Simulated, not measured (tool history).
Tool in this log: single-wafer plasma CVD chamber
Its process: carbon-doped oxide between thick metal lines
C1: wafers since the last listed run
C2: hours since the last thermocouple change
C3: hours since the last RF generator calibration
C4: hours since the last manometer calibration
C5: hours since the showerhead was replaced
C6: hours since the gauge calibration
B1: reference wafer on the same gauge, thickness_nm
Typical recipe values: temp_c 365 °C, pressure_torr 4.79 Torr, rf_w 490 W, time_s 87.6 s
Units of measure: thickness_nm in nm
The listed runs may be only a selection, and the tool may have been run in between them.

{"run": 1, "day": 0.0, "temp_c": 365, "pressure_torr": 4.79, "rf_w": 490, "time_s": 87.6, "C1": 0, "C2": 828.8, "C3": 498.5, "C4": 1963.1, "C5": 4384.1, "C6": 155.3, "B1": 470.073, "thickness_nm": 434.582}
{"run": 2, "day": 10.071, "temp_c": 365, "pressure_torr": 5.65, "rf_w": 490, "time_s": 87.6, "C1": 3879, "C2": 1070.5, "C3": 740.2, "C4": 2204.8, "C5": 4625.8, "C6": 397.0, "B1": 467.855, "thickness_nm": 437.18}
{"run": 3, "day": 12.167, "temp_c": 365, "pressure_torr": 4.79, "rf_w": 490, "time_s": 87.6, "C1": 807, "C2": 1120.8, "C3": 790.5, "C4": 2255.1, "C5": 4676.1, "C6": 447.3, "B1": 467.385, "thickness_nm": 432.745}
{"run": 4, "day": 13.838, "temp_c": 365, "pressure_torr": 4.79, "rf_w": 490, "time_s": 87.6, "C1": 643, "C2": 1160.9, "C3": 830.6, "C4": 2295.2, "C5": 4716.2, "C6": 487.4, "B1": 466.725, "thickness_nm": 431.081}
{"run": 5, "day": 17.758, "temp_c": 373, "pressure_torr": 4.79, "rf_w": 490, "time_s": 77.1, "C1": 1510, "C2": 1255.0, "C3": 924.7, "C4": 2389.3, "C5": 4810.3, "C6": 581.5, "B1": 466.409, "thickness_nm": 373.132}
{"day": 23.083, "done": "RF generator calibrated"}
{"day": 23.192, "done": "capacitance manometer re-zeroed and calibrated"}
{"day": 24.55, "done": "showerhead replaced"}
{"day": 27.579, "done": "gauge calibrated"}
{"run": 6, "day": 28.621, "temp_c": 373, "pressure_torr": 4.79, "rf_w": 490, "time_s": 77.1, "C1": 3886, "C2": 1515.7, "C3": 132.9, "C4": 130.3, "C5": 97.7, "C6": 25.0, "B1": 469.887, "thickness_nm": 376.043}
{"run": 7, "day": 31.458, "temp_c": 365, "pressure_torr": 4.79, "rf_w": 490, "time_s": 87.6, "C1": 1093, "C2": 1583.8, "C3": 201.0, "C4": 198.4, "C5": 165.8, "C6": 93.1, "B1": 469.385, "thickness_nm": 432.858}
{"run": 8, "day": 35.554, "temp_c": 365, "pressure_torr": 4.79, "rf_w": 490, "time_s": 87.6, "C1": 1577, "C2": 1682.1, "C3": 299.3, "C4": 296.7, "C5": 264.1, "C6": 191.4, "B1": 468.393, "thickness_nm": 434.464}
{"run": 9, "day": 37.633, "temp_c": 365, "pressure_torr": 3.64, "rf_w": 395, "time_s": 103.7, "C1": 800, "C2": 1732.0, "C3": 349.2, "C4": 346.6, "C5": 314.0, "C6": 241.3, "B1": 468.133, "thickness_nm": 439.708}
{"day": 40.396, "done": "thermocouple changed; heater temperature recalibrated"}
{"run": 10, "day": 41.812, "temp_c": 365, "pressure_torr": 3.63, "rf_w": 555, "time_s": 87.6, "C1": 1481, "C2": 34.0, "C3": 449.5, "C4": 446.9, "C5": 414.3, "C6": 341.6, "B1": 467.259, "thickness_nm": 452.094}
{"run": 11, "day": 44.842, "temp_c": 365, "pressure_torr": 4.79, "rf_w": 490, "time_s": 104.4, "C1": 1166, "C2": 106.7, "C3": 522.2, "C4": 519.6, "C5": 487.0, "C6": 414.3, "B1": 466.356, "thickness_nm": 514.071}
{"run": 12, "day": 46.767, "temp_c": 353, "pressure_torr": 5.4, "rf_w": 545, "time_s": 87.6, "C1": 741, "C2": 152.9, "C3": 568.4, "C4": 565.8, "C5": 533.2, "C6": 460.5, "B1": 466.047, "thickness_nm": 473.766}
{"run": 13, "day": 50.225, "temp_c": 369, "pressure_torr": 4.17, "rf_w": 490, "time_s": 94.8, "C1": 1332, "C2": 235.9, "C3": 651.4, "C4": 648.8, "C5": 616.2, "C6": 543.5, "B1": 465.361, "thickness_nm": 457.306}
{"run": 14, "day": 53.812, "temp_c": 359, "pressure_torr": 4.79, "rf_w": 490, "time_s": 87.6, "C1": 1382, "C2": 322.0, "C3": 737.5, "C4": 734.9, "C5": 702.3, "C6": 629.6, "B1": 464.581, "thickness_nm": 436.915}

Predict the results of run 15:
{"run": 15, "day": 56.092, "temp_c": 365, "pressure_torr": 4.79, "rf_w": 490, "time_s": 87.6, "C1": 878, "C2": 376.7, "C3": 792.2, "C4": 789.6, "C5": 757.0, "C6": 684.3, "B1": "?", "thickness_nm": "?"}

{"run 15": {"B1": 464.025, "thickness_nm": 429.586}}
Without the tool's hidden state the same run would have given thickness_nm 436.032 nm.

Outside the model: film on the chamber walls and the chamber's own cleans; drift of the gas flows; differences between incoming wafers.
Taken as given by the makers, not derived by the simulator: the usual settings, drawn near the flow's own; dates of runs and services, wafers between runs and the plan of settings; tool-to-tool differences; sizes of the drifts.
